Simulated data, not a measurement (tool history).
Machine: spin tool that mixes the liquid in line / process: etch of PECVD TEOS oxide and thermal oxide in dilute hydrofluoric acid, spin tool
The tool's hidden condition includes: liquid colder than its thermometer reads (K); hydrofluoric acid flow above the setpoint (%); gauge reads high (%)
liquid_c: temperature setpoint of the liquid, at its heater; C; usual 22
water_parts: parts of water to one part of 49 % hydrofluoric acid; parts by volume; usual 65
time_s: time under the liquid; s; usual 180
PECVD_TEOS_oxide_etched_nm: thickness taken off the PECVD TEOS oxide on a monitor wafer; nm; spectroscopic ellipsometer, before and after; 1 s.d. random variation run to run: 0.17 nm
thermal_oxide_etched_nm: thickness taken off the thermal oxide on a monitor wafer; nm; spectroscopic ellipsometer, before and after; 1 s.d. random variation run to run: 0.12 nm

run,hour,liquid_c,water_parts,time_s,wafers since the last listed run,hours since the thermometer was replaced,hours since the hydrofluoric acid flow meter was replaced,hours since the gauge calibration,"read-back film thickness of the PECVD TEOS oxide reference wafer, read on the same gauge (nm)","read-back film thickness of the thermal oxide reference wafer, read on the same gauge (nm)",PECVD_TEOS_oxide_etched_nm,thermal_oxide_etched_nm
1,0,22,65,180,0,1035.8,444,389,70,40.04,45.38,13.81
2,315.7,22,55,180,3129,1351.5,759.7,704.7,70.01,39.99,54.89,16.83
3,370.8,22,65,215,546,1406.6,814.8,759.8,70.03,39.97,54.88,16.72
4,456.6,22,65,215,850,1492.4,900.6,845.6,69.97,39.97,54.93,17.09
# hour 530.3: gauge calibrated
5,546.9,22,65,215,895,1582.7,990.9,16.6,69.95,39.99,54.91,17.06
6,601.4,22,65,180,540,1637.2,1045.4,71.1,69.95,40.03,46.25,14.34
7,706.9,22,45,180,1045,1742.7,1150.9,176.6,70.04,40.01,68.35,21.17
8,786.4,22,65,215,788,1822.2,1230.4,256.1,69.98,40,55.82,17.07
# hour 814.8: hydrofluoric acid flow meter replaced
9,879.9,24,80,180,916,1915.7,65.1,349.6,70.03,40,42.63,13.01
10,986.6,22,45,180,1057,2022.4,171.8,456.3,70.02,40.02,72.81,22.45
# hour 1059.1: hydrofluoric acid flow meter replaced, repeated, since the last time left the tool worse
# hour 1094.2: thermometer replaced
11,1224.6,20,95,150,2339,130.4,165.5,694.3,70.05,39.99,22.78,7
12,1276,22,80,180,509,181.8,216.9,745.7,70,39.99,35.72,11.14
13,1379.1,22,65,180,1022,284.9,320,848.8,70.02,40.02,45.11,13.86
14,1438.6,22,65,260,589,344.4,379.5,908.3,69.99,40.02,65.28,19.99
15,1498.1,22,65,275,589,403.9,439,967.8,70.02,39.97,69.33,21.04

Here are 3 independent what-if runs from the current tool condition. What would each one return?
A,1498.6,22,65,180,4,404.4,439.5,968.3,?,?,?,?
B,1498.6,25,35,70,4,404.4,439.5,968.3,?,?,?,?
C,1498.6,26,50,135,4,404.4,439.5,968.3,?,?,?,?

run,"read-back film thickness of the PECVD TEOS oxide reference wafer, read on the same gauge (nm)","read-back film thickness of the thermal oxide reference wafer, read on the same gauge (nm)",PECVD_TEOS_oxide_etched_nm,thermal_oxide_etched_nm
A,70,39.99,45.34,13.95
B,70,39.99,38.53,11.86
C,70,39.99,53.09,16.33
With the hidden condition removed and each run's random variation left untouched, the same runs would have given:
run,PECVD_TEOS_oxide_etched_nm,thermal_oxide_etched_nm
A,44.48,13.68
B,37.82,11.64
C,52.09,16.03
